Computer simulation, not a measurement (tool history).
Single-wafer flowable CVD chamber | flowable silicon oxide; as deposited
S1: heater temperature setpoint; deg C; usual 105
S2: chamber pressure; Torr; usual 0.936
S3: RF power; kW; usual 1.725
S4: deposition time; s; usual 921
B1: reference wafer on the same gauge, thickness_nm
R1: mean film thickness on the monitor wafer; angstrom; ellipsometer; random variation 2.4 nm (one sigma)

{"run": 1, "hour": 0.0, "S1": 105, "S2": 0.936, "S3": 1.725, "S4": 921, "B1": 605.841, "R1": 5563.66}
{"run": 2, "hour": 19.1, "S1": 105, "S2": 0.936, "S3": 1.725, "S4": 921, "B1": 606.208, "R1": 5532.1}
{"run": 3, "hour": 35.5, "S1": 105, "S2": 0.936, "S3": 1.725, "S4": 921, "B1": 605.832, "R1": 5586.74}
{"run": 4, "hour": 52.0, "S1": 105, "S2": 0.936, "S3": 1.725, "S4": 921, "B1": 606.133, "R1": 5534.42}
{"run": 5, "hour": 155.8, "S1": 105, "S2": 0.936, "S3": 1.725, "S4": 921, "B1": 605.886, "R1": 5531.11}
{"run": 6, "hour": 187.2, "S1": 105, "S2": 0.936, "S3": 1.725, "S4": 921, "B1": 606.542, "R1": 5528.61}
{"run": 7, "hour": 204.4, "S1": 114, "S2": 0.936, "S3": 1.875, "S4": 921, "B1": 606.091, "R1": 4403.1}
{"run": 8, "hour": 240.4, "S1": 114, "S2": 0.936, "S3": 1.875, "S4": 921, "B1": 605.695, "R1": 4430.32}
{"hour": 260.4, "done": "gauge calibrated"}
{"run": 9, "hour": 273.7, "S1": 105, "S2": 0.936, "S3": 1.725, "S4": 921, "B1": 605.691, "R1": 5559.76}
{"run": 10, "hour": 332.0, "S1": 105, "S2": 0.936, "S3": 1.725, "S4": 921, "B1": 605.624, "R1": 5524.55}
{"run": 11, "hour": 359.6, "S1": 105, "S2": 0.936, "S3": 1.98, "S4": 921, "B1": 606.434, "R1": 5741.43}
{"hour": 375.6, "done": "capacitance manometer re-zeroed and calibrated"}
{"run": 12, "hour": 380.9, "S1": 105, "S2": 0.936, "S3": 1.98, "S4": 921, "B1": 606.318, "R1": 5782.27}
{"hour": 406.9, "done": "thermocouple changed; heater temperature recalibrated"}
{"run": 13, "hour": 410.6, "S1": 105, "S2": 0.936, "S3": 1.58, "S4": 921, "B1": 606.416, "R1": 5560.75}
{"run": 14, "hour": 426.3, "S1": 105, "S2": 0.936, "S3": 1.58, "S4": 921, "B1": 606.13, "R1": 5538.59}
{"hour": 445.5, "done": "RF generator calibrated"}
{"run": 15, "hour": 446.0, "S1": 115, "S2": 1.015, "S3": 1.63, "S4": 844, "B1": 605.76, "R1": 4192.85}
{"run": 16, "hour": 504.1, "S1": 117, "S2": 0.936, "S3": 1.725, "S4": 828, "B1": 605.641, "R1": 3666.25}
{"run": 17, "hour": 533.5, "S1": 90, "S2": 0.844, "S3": 1.935, "S4": 779, "B1": 606.137, "R1": 6930.84}
{"hour": 566.5, "done": "showerhead replaced, of another model than before"}
{"run": 18, "hour": 567.0, "S1": 99, "S2": 0.936, "S3": 1.595, "S4": 1001, "B1": 605.889, "R1": 7308.12}
{"run": 19, "hour": 595.7, "S1": 105, "S2": 0.936, "S3": 1.725, "S4": 921, "B1": 605.742, "R1": 5689.61}
{"run": 20, "hour": 622.4, "S1": 93, "S2": 0.936, "S3": 1.53, "S4": 921, "B1": 606.226, "R1": 7846.61}
{"hour": 641.3, "done": "gauge calibrated"}
{"run": 21, "hour": 645.4, "S1": 105, "S2": 0.936, "S3": 1.385, "S4": 921, "B1": 605.615, "R1": 5431.09}
{"run": 22, "hour": 666.9, "S1": 115, "S2": 0.936, "S3": 1.725, "S4": 1031, "B1": 605.774, "R1": 4755.18}
{"run": 23, "hour": 679.1, "S1": 105, "S2": 0.936, "S3": 1.725, "S4": 921, "B1": 605.772, "R1": 5631.82}
{"run": 24, "hour": 692.8, "S1": 105, "S2": 1.093, "S3": 1.725, "S4": 992, "B1": 606.375, "R1": 6570.27}
{"run": 25, "hour": 725.1, "S1": 94, "S2": 0.936, "S3": 2.02, "S4": 979, "B1": 605.205, "R1": 8438.94}
{"run": 26, "hour": 743.3, "S1": 114, "S2": 0.936, "S3": 1.875, "S4": 921, "B1": 605.785, "R1": 4446.83}
{"run": 27, "hour": 767.3, "S1": 105, "S2": 1.09, "S3": 1.47, "S4": 869, "B1": 606.099, "R1": 5595.81}
{"run": 28, "hour": 786.8, "S1": 105, "S2": 0.73, "S3": 1.725, "S4": 921, "B1": 606.232, "R1": 5009.28}

The same runs without the tool's hidden state, with the same run-to-run variation:
The hidden state here: wafer temperature above the value expected at the setpoint (K); delivered RF power above the setpoint (%); true pressure above the setpoint (%); gauge reads high (%).
run=1 R1=5764.83
run=2 R1=5733.09
run=3 R1=5790.5
run=4 R1=5737.03
run=5 R1=5737.82
run=6 R1=5736.33
run=7 R1=4558.1
run=8 R1=4587.11
run=9 R1=5771.33
run=10 R1=5736.31
run=11 R1=5962.19
run=12 R1=6005.1
run=13 R1=5574.21
run=14 R1=5558.72
run=15 R1=4212.75
run=16 R1=3696.95
run=17 R1=7007.42
run=18 R1=7400.81
run=19 R1=5771.72
run=20 R1=7970.39
run=21 R1=5523.03
run=22 R1=4834.51
run=23 R1=5735.86
run=24 R1=6695.58
run=25 R1=8610.04
run=26 R1=4534.66
run=27 R1=5719.09
run=28 R1=5123.13
